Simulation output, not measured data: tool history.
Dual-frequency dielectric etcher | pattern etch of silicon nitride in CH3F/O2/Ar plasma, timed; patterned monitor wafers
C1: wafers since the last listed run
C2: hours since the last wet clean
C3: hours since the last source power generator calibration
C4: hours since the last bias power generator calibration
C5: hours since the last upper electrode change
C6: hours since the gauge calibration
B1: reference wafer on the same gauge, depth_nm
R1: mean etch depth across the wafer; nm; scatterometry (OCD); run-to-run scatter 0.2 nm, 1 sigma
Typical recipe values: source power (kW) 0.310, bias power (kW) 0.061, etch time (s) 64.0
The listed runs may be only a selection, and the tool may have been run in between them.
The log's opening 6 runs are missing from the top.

run 7 hour=324.1 | source_power_(kW)=0.350 bias_power_(kW)=0.061 etch_time_(s)=76.5 | C1=707 C2=131.7 C3=3740.0 C4=264.5 C5=495.7 C6=1292.9 | B1=37.37 | R1=50.13
-- hour=350.6 source power generator calibrated
run 8 hour=384.3 | source_power_(kW)=0.310 bias_power_(kW)=0.061 etch_time_(s)=64.0 | C1=882 C2=191.9 C3=33.7 C4=324.7 C5=555.9 C6=1353.1 | B1=37.35 | R1=40.18
run 9 hour=442.1 | source_power_(kW)=0.310 bias_power_(kW)=0.073 etch_time_(s)=64.0 | C1=907 C2=249.7 C3=91.5 C4=382.5 C5=613.7 C6=1410.9 | B1=37.38 | R1=42.17
run 10 hour=491.3 | source_power_(kW)=0.380 bias_power_(kW)=0.061 etch_time_(s)=70.0 | C1=772 C2=298.9 C3=140.7 C4=431.7 C5=662.9 C6=1460.1 | B1=37.39 | R1=48.57
run 11 hour=516.1 | source_power_(kW)=0.280 bias_power_(kW)=0.061 etch_time_(s)=47.5 | C1=389 C2=323.7 C3=165.5 C4=456.5 C5=687.7 C6=1484.9 | B1=37.50 | R1=28.34
run 12 hour=566.9 | source_power_(kW)=0.310 bias_power_(kW)=0.061 etch_time_(s)=64.0 | C1=797 C2=374.5 C3=216.3 C4=507.3 C5=738.5 C6=1535.7 | B1=37.44 | R1=40.60
run 13 hour=596.8 | source_power_(kW)=0.310 bias_power_(kW)=0.061 etch_time_(s)=64.0 | C1=469 C2=404.4 C3=246.2 C4=537.2 C5=768.4 C6=1565.6 | B1=37.38 | R1=40.47
run 14 hour=625.6 | source_power_(kW)=0.250 bias_power_(kW)=0.070 etch_time_(s)=64.0 | C1=452 C2=433.2 C3=275.0 C4=566.0 C5=797.2 C6=1594.4 | B1=37.34 | R1=38.23
-- hour=632.1 gauge calibrated
-- hour=660.0 wet clean of the chamber
run 15 hour=692.2 | source_power_(kW)=0.310 bias_power_(kW)=0.064 etch_time_(s)=64.0 | C1=668 C2=32.2 C3=341.6 C4=632.6 C5=863.8 C6=60.1 | B1=37.44 | R1=40.44
run 16 hour=758.8 | source_power_(kW)=0.310 bias_power_(kW)=0.070 etch_time_(s)=64.0 | C1=1045 C2=98.8 C3=408.2 C4=699.2 C5=930.4 C6=126.7 | B1=37.43 | R1=41.62
run 17 hour=795.3 | source_power_(kW)=0.310 bias_power_(kW)=0.053 etch_time_(s)=71.0 | C1=572 C2=135.3 C3=444.7 C4=735.7 C5=966.9 C6=163.2 | B1=37.40 | R1=42.65
run 18 hour=826.4 | source_power_(kW)=0.310 bias_power_(kW)=0.054 etch_time_(s)=64.0 | C1=488 C2=166.4 C3=475.8 C4=766.8 C5=998.0 C6=194.3 | B1=37.44 | R1=39.00
run 19 hour=861.7 | source_power_(kW)=0.360 bias_power_(kW)=0.061 etch_time_(s)=64.0 | C1=554 C2=201.7 C3=511.1 C4=802.1 C5=1033.3 C6=229.6 | B1=37.37 | R1=43.00
run 20 hour=905.6 | source_power_(kW)=0.310 bias_power_(kW)=0.061 etch_time_(s)=64.0 | C1=689 C2=245.6 C3=555.0 C4=846.0 C5=1077.2 C6=273.5 | B1=37.41 | R1=40.37
run 21 hour=960.6 | source_power_(kW)=0.310 bias_power_(kW)=0.061 etch_time_(s)=64.0 | C1=863 C2=300.6 C3=610.0 C4=901.0 C5=1132.2 C6=328.5 | B1=37.39 | R1=40.44
run 22 hour=996.8 | source_power_(kW)=0.310 bias_power_(kW)=0.061 etch_time_(s)=64.0 | C1=568 C2=336.8 C3=646.2 C4=937.2 C5=1168.4 C6=364.7 | B1=37.36 | R1=40.49
-- hour=1087.3 wet clean of the chamber
run 23 hour=1087.8 | source_power_(kW)=0.280 bias_power_(kW)=0.071 etch_time_(s)=47.5 | C1=1051 C2=0.5 C3=737.2 C4=1028.2 C5=1259.4 C6=455.7 | B1=37.34 | R1=29.30
run 24 hour=1131.1 | source_power_(kW)=0.310 bias_power_(kW)=0.072 etch_time_(s)=81.5 | C1=679 C2=43.8 C3=780.5 C4=1071.5 C5=1302.7 C6=499.0 | B1=37.40 | R1=52.91
run 25 hour=1170.9 | source_power_(kW)=0.390 bias_power_(kW)=0.076 etch_time_(s)=76.0 | C1=624 C2=83.6 C3=820.3 C4=1111.3 C5=1342.5 C6=538.8 | B1=37.45 | R1=55.49
run 26 hour=1212.6 | source_power_(kW)=0.310 bias_power_(kW)=0.061 etch_time_(s)=64.0 | C1=654 C2=125.3 C3=862.0 C4=1153.0 C5=1384.2 C6=580.5 | B1=37.38 | R1=39.61
run 27 hour=1262.7 | source_power_(kW)=0.270 bias_power_(kW)=0.056 etch_time_(s)=76.5 | C1=786 C2=175.4 C3=912.1 C4=1203.1 C5=1434.3 C6=630.6 | B1=37.45 | R1=43.95
run 28 hour=1321.0 | source_power_(kW)=0.360 bias_power_(kW)=0.051 etch_time_(s)=64.0 | C1=915 C2=233.7 C3=970.4 C4=1261.4 C5=1492.6 C6=688.9 | B1=37.29 | R1=40.73
run 29 hour=1392.6 | source_power_(kW)=0.310 bias_power_(kW)=0.061 etch_time_(s)=50.5 | C1=1123 C2=305.3 C3=1042.0 C4=1333.0 C5=1564.2 C6=760.5 | B1=37.45 | R1=31.86
run 30 hour=1432.9 | source_power_(kW)=0.360 bias_power_(kW)=0.074 etch_time_(s)=69.5 | C1=632 C2=345.6 C3=1082.3 C4=1373.3 C5=1604.5 C6=800.8 | B1=37.45 | R1=48.95

Branching from run 30: 4 alternative next runs. What would each branch give?
run A hour=1433.3 | source_power_(kW)=0.310 bias_power_(kW)=0.061 etch_time_(s)=64.0 | C1=6 C2=346.0 C3=1082.7 C4=1373.7 C5=1604.9 C6=801.2 | B1=? | R1=?
run B hour=1433.3 | source_power_(kW)=0.350 bias_power_(kW)=0.051 etch_time_(s)=54.5 | C1=6 C2=346.0 C3=1082.7 C4=1373.7 C5=1604.9 C6=801.2 | B1=? | R1=?
run C hour=1433.3 | source_power_(kW)=0.250 bias_power_(kW)=0.051 etch_time_(s)=64.0 | C1=6 C2=346.0 C3=1082.7 C4=1373.7 C5=1604.9 C6=801.2 | B1=? | R1=?
run D hour=1433.3 | source_power_(kW)=0.230 bias_power_(kW)=0.071 etch_time_(s)=45.0 | C1=6 C2=346.0 C3=1082.7 C4=1373.7 C5=1604.9 C6=801.2 | B1=? | R1=?

run=A B1=37.40 R1=40.45
run=B B1=37.40 R1=34.65
run=C B1=37.40 R1=34.94
run=D B1=37.40 R1=25.96
What these runs would have given with no unlogged condition in the tool:
run=A R1=39.70
run=B R1=34.01
run=C R1=34.29
run=D R1=25.48

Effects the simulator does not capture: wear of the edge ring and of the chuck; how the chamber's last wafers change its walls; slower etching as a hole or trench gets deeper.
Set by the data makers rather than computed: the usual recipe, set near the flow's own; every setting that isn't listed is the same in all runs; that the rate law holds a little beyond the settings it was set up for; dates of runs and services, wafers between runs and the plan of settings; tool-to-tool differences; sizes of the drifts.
